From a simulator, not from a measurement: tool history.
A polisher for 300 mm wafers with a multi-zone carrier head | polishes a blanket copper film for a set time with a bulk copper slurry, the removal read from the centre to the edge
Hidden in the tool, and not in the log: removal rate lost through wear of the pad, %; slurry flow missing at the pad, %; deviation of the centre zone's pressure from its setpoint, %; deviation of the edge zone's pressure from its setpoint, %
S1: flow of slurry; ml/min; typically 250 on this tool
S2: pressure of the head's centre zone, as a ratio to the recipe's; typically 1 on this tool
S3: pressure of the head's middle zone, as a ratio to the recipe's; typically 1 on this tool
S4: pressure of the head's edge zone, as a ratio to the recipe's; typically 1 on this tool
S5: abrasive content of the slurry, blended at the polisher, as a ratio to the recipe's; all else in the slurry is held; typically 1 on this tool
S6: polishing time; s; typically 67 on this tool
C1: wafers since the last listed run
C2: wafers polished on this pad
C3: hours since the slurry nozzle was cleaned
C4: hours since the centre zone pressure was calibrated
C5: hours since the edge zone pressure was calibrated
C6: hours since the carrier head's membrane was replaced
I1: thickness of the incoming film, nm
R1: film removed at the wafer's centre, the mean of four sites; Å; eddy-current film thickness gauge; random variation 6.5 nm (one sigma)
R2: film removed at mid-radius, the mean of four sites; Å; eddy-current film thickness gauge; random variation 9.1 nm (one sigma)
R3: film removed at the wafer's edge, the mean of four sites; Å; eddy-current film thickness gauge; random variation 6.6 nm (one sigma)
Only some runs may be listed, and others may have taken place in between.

run    hour   S1    S2    S3    S4   S5  S6   C1    C2     C3     C4      C5     C6      I1    R1    R2    R3
  1       0  250     1  1.06     1    1  67    0  1504    120    820   170.2    741  2285.6  6767  6494  6594
  2    49.1  250     1  1.04     1    1  67  319  1824  169.1  869.1   219.3  790.1  2251.8  6675  6482  6418
       90.9  -- worn pad replaced by a new one
  3   101.8  250     1  1.04     1    1  67  317    71  221.8  921.8     272  842.8  2281.5  6693  6351  6463
  4   143.5  250     1  1.04     1    1  67  271   342  263.5  963.5   313.7  884.5  2262.9  6469  6456  6438
      186.3  -- carrier head's membrane replaced by a new one
      190.1  -- centre zone pressure recalibrated
  5   219.1  250     1     1     1    1  67  447   789  339.1     29   389.3   32.8  2280.4  5972  5882  6284
      235.8  -- slurry nozzle cleaned
  6   302.2  250     1     1     1    1  67  534  1324   66.4  112.1   472.4  115.9  2275.9  6424  6240  6526
  7   350.4  250     1     1     1    1  67  314  1638  114.6  160.3   520.6  164.1  2285.4  6437  6073  6597
      402.6  -- worn pad replaced by a new one
  8   458.2  205     1     1     1    1  67  676   362  222.4  268.1   628.4  271.9  2301.9  6394  6041  6239
  9   516.3  205     1     1     1    1  67  378   740  280.5  326.2   686.5    330  2262.8  6254  6058  6291
 10   560.1  250     1     1     1    1  67  285  1026  324.3    370   730.3  373.8  2305.3  6154  6017  6304
      574.8  -- slurry nozzle cleaned
      663.8  -- worn pad replaced by a new one
 11   667.6  250     1  1.04  1.09    1  67  667    24   92.8  477.5   837.8  481.3  2282.7  6588  6362  6645
 12     722  250  0.95     1   1.1    1  67  354   379  147.2  531.9   892.2  535.7  2288.4  6323  6367  6718
 13   782.3  250     1     1     1    1  67  392   772  207.5  592.2   952.5    596  2259.7  6553  6115  6385
 14   851.9  250     1     1     1    1  67  453  1225  277.1  661.8  1022.1  665.6  2276.4  6461  6002  6406
      922.6  -- slurry nozzle cleaned
 15   953.9  250     1     1     1    1  83  658  1883   31.3  763.8  1124.1  767.6  2268.9  8359  7637  8281
        958  -- worn pad replaced by a new one
     1012.1  -- edge zone pressure recalibrated
 16  1042.6  250     1     1     1    1  67  538   538    120  852.5    30.5  856.3  2247.3  6693  6448  6540
       1068  -- centre zone pressure recalibrated
     1118.5  -- carrier head's membrane replaced by a new one
 17  1120.3  210     1     1  1.09    1  67  460   999  197.7   52.3   108.2    1.8  2286.4  6331  6153  6549
 18  1165.7  250     1     1     1  1.2  83  295  1294  243.1   97.7   153.6   47.2    2260  8214  7839  8148
     1204.1  -- worn pad replaced by a new one
 19  1261.1  250     1     1     1  1.1  67  595   371  338.5  193.1     249  142.6  2237.8  6336  5955  6327
     1288.6  -- slurry nozzle cleaned
 20  1327.9  335     1     1     1    1  55  428   800   39.3  259.9   315.8  209.4  2269.7  5686  5265  5546
 21  1419.8  250     1     1     1    1  67  598  1398  131.2  351.8   407.7  301.3    2284  6810  6349  6439

Consider 4 possible next runs. They are alternatives, not a sequence: every one starts from the tool as it was left by run 21. What does each give?
  A  1420.3  250     1    1   1     1  67   3  1402  131.7  352.3  408.2  301.8  2275   ?   ?   ?
  B  1420.3  280  0.96  1.1   1  0.75  67   3  1402  131.7  352.3  408.2  301.8  2275   ?   ?   ?
  C  1420.3  250  0.95    1   1     1  67   3  1402  131.7  352.3  408.2  301.8  2275   ?   ?   ?
  D  1420.3  250  1.04    1   1     1  67   3  1402  131.7  352.3  408.2  301.8  2275   ?   ?   ?

run    R1    R2    R3
  A  6669  6320  6545
  B  6287  6693  6365
  C  6367  6322  6545
  D  6911  6319  6545
Stripped of hidden state, with their random variation kept, the same runs would have yielded:
run    R1    R2    R3
  A  6419  6364  6578
  B  6047  6736  6395
  C  6127  6366  6578
  D  6653  6363  6578
